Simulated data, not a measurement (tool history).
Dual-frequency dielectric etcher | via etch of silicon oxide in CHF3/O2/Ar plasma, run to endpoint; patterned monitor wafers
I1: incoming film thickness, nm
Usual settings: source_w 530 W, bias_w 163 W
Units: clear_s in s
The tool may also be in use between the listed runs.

Run 1, hour 0.0: usual settings; I1 607.6. Result: clear_s 328.7 s.
Run 2, hour 29.0: usual settings; I1 612.8. Result: clear_s 333.2 s.
Run 3, hour 47.9: usual settings; I1 606.4. Result: clear_s 330.4 s.
Run 4, hour 74.1: usual settings; I1 613.4. Result: clear_s 334.6 s.
Run 5, hour 86.6: usual settings but source_w 450 W; I1 608.7. Result: clear_s 346.5 s.
Run 6, hour 109.9: usual settings but source_w 470 W; I1 606.9. Result: clear_s 342.5 s.
Run 7, hour 130.1: usual settings but source_w 470 W; I1 603.7. Result: clear_s 341.6 s.
Run 8, hour 219.3: usual settings; I1 606.8. Result: clear_s 333.7 s.
Run 9, hour 238.2: usual settings; I1 612.3. Result: clear_s 335.9 s.
Run 10, hour 267.6: usual settings; I1 610.0. Result: clear_s 336.4 s.
At hour 301.6: upper electrode replaced.
Run 11, hour 302.1: usual settings but bias_w 174 W; I1 604.4. Result: clear_s 327.6 s.
Run 12, hour 312.4: usual settings but bias_w 129 W; I1 599.9. Result: clear_s 354.8 s.
At hour 339.9: wet clean of the chamber.
Run 13, hour 340.4: usual settings but source_w 610 W, bias_w 128 W; I1 605.9. Result: clear_s 333.9 s.
Run 14, hour 365.6: usual settings but source_w 640 W, bias_w 187 W; I1 609.5. Result: clear_s 301.5 s.
At hour 377.6: bias power generator calibrated.
Run 15, hour 387.8: usual settings but source_w 590 W, bias_w 150 W; I1 607.5. Result: clear_s 326.4 s.
At hour 402.5: source power generator calibrated.
Run 16, hour 410.8: usual settings but source_w 620 W, bias_w 130 W; I1 605.4. Result: clear_s 334.4 s.
Run 17, hour 430.7: usual settings but source_w 420 W, bias_w 175 W; I1 600.0. Result: clear_s 340.8 s.
Run 18, hour 479.1: usual settings but source_w 640 W, bias_w 187 W; I1 607.1. Result: clear_s 301.2 s.
Run 19, hour 506.0: usual settings but source_w 470 W; I1 604.9. Result: clear_s 341.0 s.
Run 20, hour 521.7: usual settings but source_w 410 W, bias_w 174 W; I1 604.5. Result: clear_s 346.7 s.
Run 21, hour 538.4: usual settings; I1 606.2. Result: clear_s 331.1 s.
Run 22, hour 554.5: usual settings but source_w 410 W, bias_w 183 W; I1 608.9. Result: clear_s 343.4 s.

The tool's hidden state at each run:
source power that arrives over what is set, %: 0 in every run
bias power that arrives over what is set, %: 0 in every run
H1: etch rate over this chamber's usual, %
run       H1
  1   -0.529
  2   -0.704
  3   -0.818
  4   -0.976
  5    -1.05
  6    -1.19
  7    -1.31
  8    -1.85
  9    -1.96
 10    -2.14
 11    -2.35
 12    -2.41
 13   0.0527
 14  -0.0992
 15   -0.233
 16   -0.372
 17   -0.492
 18   -0.783
 19   -0.945
 20    -1.04
 21    -1.14
 22    -1.24

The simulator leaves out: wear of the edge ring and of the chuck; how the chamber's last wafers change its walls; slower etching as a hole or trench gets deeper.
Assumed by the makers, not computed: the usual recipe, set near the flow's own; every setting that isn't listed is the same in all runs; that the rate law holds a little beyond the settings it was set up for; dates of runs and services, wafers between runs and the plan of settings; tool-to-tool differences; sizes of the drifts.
